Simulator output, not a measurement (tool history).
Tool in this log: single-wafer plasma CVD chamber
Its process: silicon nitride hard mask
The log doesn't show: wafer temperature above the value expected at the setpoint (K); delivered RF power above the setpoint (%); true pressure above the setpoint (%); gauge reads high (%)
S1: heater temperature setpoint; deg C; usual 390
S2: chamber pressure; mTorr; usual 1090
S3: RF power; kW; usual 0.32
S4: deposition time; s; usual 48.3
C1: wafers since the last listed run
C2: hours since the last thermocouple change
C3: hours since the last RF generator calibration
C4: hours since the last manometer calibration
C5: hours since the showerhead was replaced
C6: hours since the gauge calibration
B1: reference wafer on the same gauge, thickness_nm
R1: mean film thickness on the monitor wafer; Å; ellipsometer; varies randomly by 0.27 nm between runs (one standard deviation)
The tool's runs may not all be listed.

run	hour	S1	S2	S3	S4	C1	C2	C3	C4	C5	C6	B1	R1
1	0	390	1090	0.32	48.3	0	971.4	879.5	1108.3	5809.4	801.5	51.145	512.37
# hour 30.9: thermocouple changed; heater temperature recalibrated
2	91.4	390	1090	0.32	48.3	1395	60.5	970.9	1199.7	5900.8	892.9	51.144	502.67
# hour 103.8: capacitance manometer re-zeroed and calibrated
# hour 131.1: gauge calibrated
3	147.9	390	1090	0.32	48.3	811	117	1027.4	44.1	5957.3	16.8	52.901	524.09
4	226.3	390	1090	0.335	48.3	1312	195.4	1105.8	122.5	6035.7	95.2	52.43	545.35
5	279.9	390	1090	0.32	48.3	897	249	1159.4	176.1	6089.3	148.8	52.334	518.48
6	336.5	390	1090	0.32	48.3	947	305.6	1216	232.7	6145.9	205.4	52.05	516.4
7	422.9	390	1090	0.32	48.3	1446	392	1302.4	319.1	6232.3	291.8	51.808	518.79
8	495.4	390	1090	0.32	48.3	1213	464.5	1374.9	391.6	6304.8	364.3	51.607	514.49
# hour 565.4: showerhead replaced
9	565.9	390	1090	0.32	48.3	1046	535	1445.4	462.1	0.5	434.8	51.41	511.2
10	602.9	390	1090	0.32	48.3	619	572	1482.4	499.1	37.5	471.8	51.38	511.36
11	668.3	390	1090	0.32	48.3	1094	637.4	1547.8	564.5	102.9	537.2	51.47	515.05
12	753.9	390	1090	0.32	48.3	1432	723	1633.4	650.1	188.5	622.8	51.306	507.98
13	803.8	379	1090	0.375	48.3	835	772.9	1683.3	700	238.4	672.7	51.274	591.86
14	843.5	390	1090	0.32	48.3	664	812.6	1723	739.7	278.1	712.4	51.283	511.95
# hour 885.1: thermocouple changed; heater temperature recalibrated
15	909.8	385	960	0.32	57.1	975	24.7	1789.3	806	344.4	778.7	51.212	579.54
16	978.1	378	1090	0.335	48.3	1143	93	1857.6	874.3	412.7	847	51.175	537.23
# hour 1020.3: gauge calibrated
17	1084.8	385	960	0.32	57.1	1785	199.7	1964.3	981	519.4	64.5	52.108	598.07
# hour 1162: RF generator calibrated
# hour 1166.3: capacitance manometer re-zeroed and calibrated
18	1189.3	390	1010	0.32	48.3	1542	304.2	27.3	23	623.9	169	51.691	502.82
19	1236.7	390	980	0.36	39.3	793	351.6	74.7	70.4	671.3	216.4	51.633	450.85
20	1341.2	390	890	0.32	57.1	1748	456.1	179.2	174.9	775.8	320.9	51.301	572.63
21	1390	397	1170	0.305	53	816	504.9	228	223.7	824.6	369.7	51.185	537.28
22	1480	390	1090	0.34	41.9	1506	594.9	318	313.7	914.6	459.7	51.071	466.05

Below are 3 alternative next runs, each starting from the tool's condition after run 22. Predict each:
A	1480.4	390	1090	0.32	48.3	6	595.3	318.4	314.1	915	460.1	?	?
B	1480.4	402	1090	0.38	50.9	6	595.3	318.4	314.1	915	460.1	?	?
C	1480.4	390	900	0.355	56.1	6	595.3	318.4	314.1	915	460.1	?	?

run	B1	R1
A	51.039	506.62
B	51.039	618.52
C	51.039	615.41
Without the tool's hidden state the same runs would have given:
run	R1
A	522.92
B	638.42
C	635.21
